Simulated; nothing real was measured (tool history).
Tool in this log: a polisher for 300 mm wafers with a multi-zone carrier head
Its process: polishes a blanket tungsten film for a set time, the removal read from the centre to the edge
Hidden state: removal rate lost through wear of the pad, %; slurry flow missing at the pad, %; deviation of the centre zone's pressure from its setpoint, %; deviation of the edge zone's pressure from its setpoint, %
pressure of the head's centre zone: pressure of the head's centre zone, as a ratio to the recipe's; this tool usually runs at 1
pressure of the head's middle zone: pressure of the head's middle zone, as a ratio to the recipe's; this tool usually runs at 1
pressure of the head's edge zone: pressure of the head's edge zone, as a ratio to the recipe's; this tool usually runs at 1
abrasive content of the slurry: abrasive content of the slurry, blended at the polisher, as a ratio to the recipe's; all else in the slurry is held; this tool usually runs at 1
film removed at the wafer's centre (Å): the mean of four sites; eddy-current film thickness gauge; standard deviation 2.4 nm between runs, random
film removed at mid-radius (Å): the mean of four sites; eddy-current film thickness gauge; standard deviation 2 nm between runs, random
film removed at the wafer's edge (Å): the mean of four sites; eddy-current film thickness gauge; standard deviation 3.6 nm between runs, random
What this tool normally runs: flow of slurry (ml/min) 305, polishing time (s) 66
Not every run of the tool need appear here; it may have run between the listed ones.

run,hour,flow of slurry (ml/min),pressure of the head's centre zone,pressure of the head's middle zone,pressure of the head's edge zone,abrasive content of the slurry,polishing time (s),wafers since the last listed run,wafers polished on this pad,hours since the slurry nozzle was cleaned,hours since the centre zone pressure was calibrated,hours since the edge zone pressure was calibrated,hours since the carrier head's membrane was replaced,"incoming thickness of the incoming film, nm",film removed at the wafer's centre (Å),film removed at mid-radius (Å),film removed at the wafer's edge (Å)
1,0,305,1,1,0.95,1,79,0,2541,818.5,585.7,607.7,1591.2,1080.4,3143,3269,3196
2,29.1,305,1,1,0.95,1,79,258,2799,847.6,614.8,636.8,1620.3,1069.8,3119,3256,3312
# hour 86.4: worn pad replaced by a new one
# hour 98.9: slurry nozzle cleaned
# hour 141: edge zone pressure recalibrated
3,160.6,305,1,1,0.95,1,79,1105,632,61.7,746.3,19.6,1751.8,1059.3,3090,3240,3211
4,205.9,305,1,0.93,1,1,66,402,1034,107,791.6,64.9,1797.1,1061.7,2562,2578,2813
# hour 237.9: centre zone pressure recalibrated
5,238.9,305,1,0.93,1,1,66,275,1309,140,1,97.9,1830.1,1085.7,2741,2550,2809
6,308.9,305,1,1.11,1,1,66,621,1931,210,71,167.9,1900.1,1054,2722,2972,2697
7,472.4,235,1,1,1.11,1,66,1451,3383,373.5,234.5,331.4,2063.6,1058.7,2638,2683,2869
# hour 492.2: worn pad replaced by a new one, of another model than before
# hour 614.4: carrier head's membrane replaced by a new one
8,631.6,395,1,0.94,1,1.15,66,1333,1193,532.7,393.7,490.6,17.2,1087.3,2719,2672,2831
9,697.3,305,0.91,1,0.92,1.25,60,583,1776,598.4,459.4,556.3,82.9,1057.4,2390,2554,2482
10,764.5,305,0.96,1,1,1,66,596,2373,665.6,526.6,623.5,150.1,1064.7,2559,2713,2787
# hour 811.9: slurry nozzle cleaned
11,832.8,305,1,1,1,1,66,597,2971,20.9,594.9,691.8,218.4,1080.3,2599,2707,2726
# hour 865.7: worn pad replaced by a new one
12,902.5,305,1,1,0.95,1,79,583,327,90.6,664.6,761.5,288.1,1067.9,3102,3222,3183
13,962.2,305,1,1,0.96,1,66,530,857,150.3,724.3,821.2,347.8,1064.4,2596,2672,2749
14,1001.6,305,1,0.89,1,1,66,349,1207,189.7,763.7,860.6,387.2,1063,2617,2463,2777
# hour 1068.4: edge zone pressure recalibrated
15,1069.3,270,1,0.92,1,1,51,583,1790,257.4,831.4,0.9,454.9,1078.7,2039,1941,2151
16,1124,390,1,0.91,1.11,0.8,66,485,2276,312.1,886.1,55.6,509.6,1048.6,2533,2460,2860
# hour 1137.2: centre zone pressure recalibrated
17,1183.4,230,1,1,1,1,66,509,2786,371.5,46.2,115,569,1083.5,2648,2646,2727
18,1231,305,1,1,1,1.15,57,422,3208,419.1,93.8,162.6,616.6,1062.7,2390,2366,2470
# hour 1258.5: worn pad replaced by a new one
19,1279,305,1,1,1,1,66,390,182,467.1,141.8,210.6,664.6,1072.2,2655,2666,2743
20,1314.6,405,1.06,1.07,0.89,1,66,316,498,502.7,177.4,246.2,700.2,1079.6,2750,2909,2647

List, for all runs, the conditions of the tool that the log does not record:
removal rate lost through wear of the pad, %: 0 on each run
slurry flow missing at the pad, %: 0 on each run
deviation of the edge zone's pressure from its setpoint, %: 0 on each run
H1: deviation of the centre zone's pressure from its setpoint, %
run,H1
1,-9.51
2,-9.65
3,-10.2
4,-10.3
5,0.501
6,-1.92
7,-5.74
8,-7.88
9,-8.47
10,-8.95
11,-9.34
12,-9.65
13,-9.87
14,-9.99
15,-10.2
16,-10.3
17,-1.92
18,-3.38
19,-4.63
20,-5.43
